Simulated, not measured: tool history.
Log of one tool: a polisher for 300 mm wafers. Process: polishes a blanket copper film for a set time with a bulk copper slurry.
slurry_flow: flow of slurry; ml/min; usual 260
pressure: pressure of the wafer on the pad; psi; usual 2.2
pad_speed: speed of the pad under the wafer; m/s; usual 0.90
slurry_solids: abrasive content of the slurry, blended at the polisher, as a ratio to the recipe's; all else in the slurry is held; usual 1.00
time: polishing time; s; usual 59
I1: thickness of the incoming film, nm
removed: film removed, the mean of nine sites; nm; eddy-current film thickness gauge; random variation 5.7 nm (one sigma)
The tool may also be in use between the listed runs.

{"run": 1, "hour": 0.0, "slurry_flow": 260, "pressure": 2.2, "pad_speed": 0.9, "slurry_solids": 1.0, "time": 59, "I1": 3093.5, "removed": 382.5}
{"run": 2, "hour": 18.3, "slurry_flow": 260, "pressure": 2.2, "pad_speed": 0.9, "slurry_solids": 1.0, "time": 59, "I1": 3059.6, "removed": 380.6}
{"run": 3, "hour": 45.1, "slurry_flow": 260, "pressure": 2.2, "pad_speed": 0.9, "slurry_solids": 1.0, "time": 59, "I1": 3040.3, "removed": 383.2}
{"run": 4, "hour": 63.3, "slurry_flow": 260, "pressure": 2.2, "pad_speed": 0.9, "slurry_solids": 1.0, "time": 59, "I1": 3092.3, "removed": 372.8}
{"run": 5, "hour": 83.0, "slurry_flow": 260, "pressure": 2.2, "pad_speed": 0.9, "slurry_solids": 1.1, "time": 59, "I1": 3017.1, "removed": 384.5}
{"hour": 105.2, "done": "slurry blender recalibrated"}
{"run": 6, "hour": 105.8, "slurry_flow": 260, "pressure": 2.2, "pad_speed": 0.9, "slurry_solids": 1.0, "time": 59, "I1": 3054.4, "removed": 386.0}
{"hour": 121.8, "done": "head pressure recalibrated"}
{"run": 7, "hour": 141.1, "slurry_flow": 260, "pressure": 2.2, "pad_speed": 0.9, "slurry_solids": 1.0, "time": 59, "I1": 3097.1, "removed": 374.7}
{"hour": 175.5, "done": "worn pad replaced by a new one"}
{"run": 8, "hour": 176.7, "slurry_flow": 260, "pressure": 2.2, "pad_speed": 0.9, "slurry_solids": 1.0, "time": 59, "I1": 3100.5, "removed": 402.1}
{"run": 9, "hour": 202.3, "slurry_flow": 260, "pressure": 2.5, "pad_speed": 0.9, "slurry_solids": 0.75, "time": 59, "I1": 3071.3, "removed": 386.3}
{"run": 10, "hour": 223.8, "slurry_flow": 260, "pressure": 2.2, "pad_speed": 0.9, "slurry_solids": 1.0, "time": 59, "I1": 3091.8, "removed": 387.5}
{"run": 11, "hour": 257.7, "slurry_flow": 260, "pressure": 2.2, "pad_speed": 0.9, "slurry_solids": 1.0, "time": 41, "I1": 3026.4, "removed": 260.8}
{"hour": 267.1, "done": "slurry nozzle cleaned"}
{"run": 12, "hour": 293.1, "slurry_flow": 260, "pressure": 2.2, "pad_speed": 0.9, "slurry_solids": 1.0, "time": 59, "I1": 3126.3, "removed": 376.3}
{"run": 13, "hour": 313.2, "slurry_flow": 260, "pressure": 2.2, "pad_speed": 1.2, "slurry_solids": 0.85, "time": 59, "I1": 3108.5, "removed": 485.8}
{"run": 14, "hour": 334.8, "slurry_flow": 260, "pressure": 1.9, "pad_speed": 0.9, "slurry_solids": 1.1, "time": 76, "I1": 3099.2, "removed": 437.0}
{"run": 15, "hour": 364.7, "slurry_flow": 190, "pressure": 2.2, "pad_speed": 0.9, "slurry_solids": 0.75, "time": 59, "I1": 3055.5, "removed": 332.5}
{"run": 16, "hour": 389.2, "slurry_flow": 260, "pressure": 1.5, "pad_speed": 0.9, "slurry_solids": 1.0, "time": 74, "I1": 3092.6, "removed": 368.9}
{"hour": 398.3, "done": "worn pad replaced by a new one"}
{"run": 17, "hour": 419.8, "slurry_flow": 260, "pressure": 1.9, "pad_speed": 0.9, "slurry_solids": 1.2, "time": 44, "I1": 3087.6, "removed": 265.7}
{"run": 18, "hour": 439.7, "slurry_flow": 260, "pressure": 2.2, "pad_speed": 0.9, "slurry_solids": 1.0, "time": 59, "I1": 3117.6, "removed": 376.8}
{"hour": 450.6, "done": "slurry blender recalibrated"}
{"run": 19, "hour": 475.2, "slurry_flow": 260, "pressure": 2.2, "pad_speed": 0.9, "slurry_solids": 0.9, "time": 59, "I1": 3037.6, "removed": 356.4}
{"run": 20, "hour": 487.6, "slurry_flow": 260, "pressure": 2.2, "pad_speed": 0.9, "slurry_solids": 1.0, "time": 59, "I1": 3014.2, "removed": 371.3}
{"run": 21, "hour": 512.9, "slurry_flow": 260, "pressure": 1.7, "pad_speed": 1.1, "slurry_solids": 1.1, "time": 73, "I1": 3082.4, "removed": 489.2}
{"run": 22, "hour": 528.6, "slurry_flow": 260, "pressure": 2.2, "pad_speed": 0.9, "slurry_solids": 1.0, "time": 59, "I1": 3044.9, "removed": 374.8}
{"run": 23, "hour": 562.7, "slurry_flow": 260, "pressure": 2.2, "pad_speed": 0.9, "slurry_solids": 1.0, "time": 59, "I1": 3055.6, "removed": 359.6}
{"run": 24, "hour": 582.7, "slurry_flow": 260, "pressure": 2.0, "pad_speed": 0.9, "slurry_solids": 0.9, "time": 49, "I1": 3048.3, "removed": 274.7}
{"run": 25, "hour": 597.8, "slurry_flow": 190, "pressure": 2.2, "pad_speed": 0.9, "slurry_solids": 1.0, "time": 59, "I1": 3107.2, "removed": 341.5}
{"run": 26, "hour": 615.9, "slurry_flow": 325, "pressure": 2.4, "pad_speed": 0.9, "slurry_solids": 0.9, "time": 49, "I1": 3136.7, "removed": 312.6}
{"hour": 630.3, "done": "worn pad replaced by a new one"}
{"run": 27, "hour": 650.7, "slurry_flow": 175, "pressure": 2.2, "pad_speed": 0.9, "slurry_solids": 1.0, "time": 41, "I1": 3079.9, "removed": 250.8}
{"run": 28, "hour": 669.8, "slurry_flow": 260, "pressure": 2.2, "pad_speed": 0.9, "slurry_solids": 1.0, "time": 59, "I1": 3108.1, "removed": 384.6}
{"run": 29, "hour": 682.4, "slurry_flow": 260, "pressure": 2.2, "pad_speed": 1.18, "slurry_solids": 1.0, "time": 69, "I1": 3061.7, "removed": 579.9}
{"run": 30, "hour": 695.8, "slurry_flow": 260, "pressure": 2.2, "pad_speed": 0.9, "slurry_solids": 1.0, "time": 59, "I1": 3061.7, "removed": 372.2}
{"run": 31, "hour": 725.4, "slurry_flow": 260, "pressure": 1.6, "pad_speed": 0.9, "slurry_solids": 1.0, "time": 51, "I1": 3082.5, "removed": 270.8}

Forecast each of these 3 alternatives for the next run:
{"run": "A", "hour": 725.8, "slurry_flow": 260, "pressure": 2.2, "pad_speed": 0.9, "slurry_solids": 1.0, "time": 59, "I1": 3044.7, "removed": "?"}
{"run": "B", "hour": 725.8, "slurry_flow": 210, "pressure": 2.2, "pad_speed": 1.08, "slurry_solids": 1.0, "time": 67, "I1": 3044.7, "removed": "?"}
{"run": "C", "hour": 725.8, "slurry_flow": 175, "pressure": 3.0, "pad_speed": 0.9, "slurry_solids": 1.0, "time": 47, "I1": 3044.7, "removed": "?"}

run=A removed=376.2
run=B removed=498.9
run=C removed=345.0
Without the tool's hidden state the same runs would have given:
run=A removed=391.2
run=B removed=518.8
run=C removed=358.7
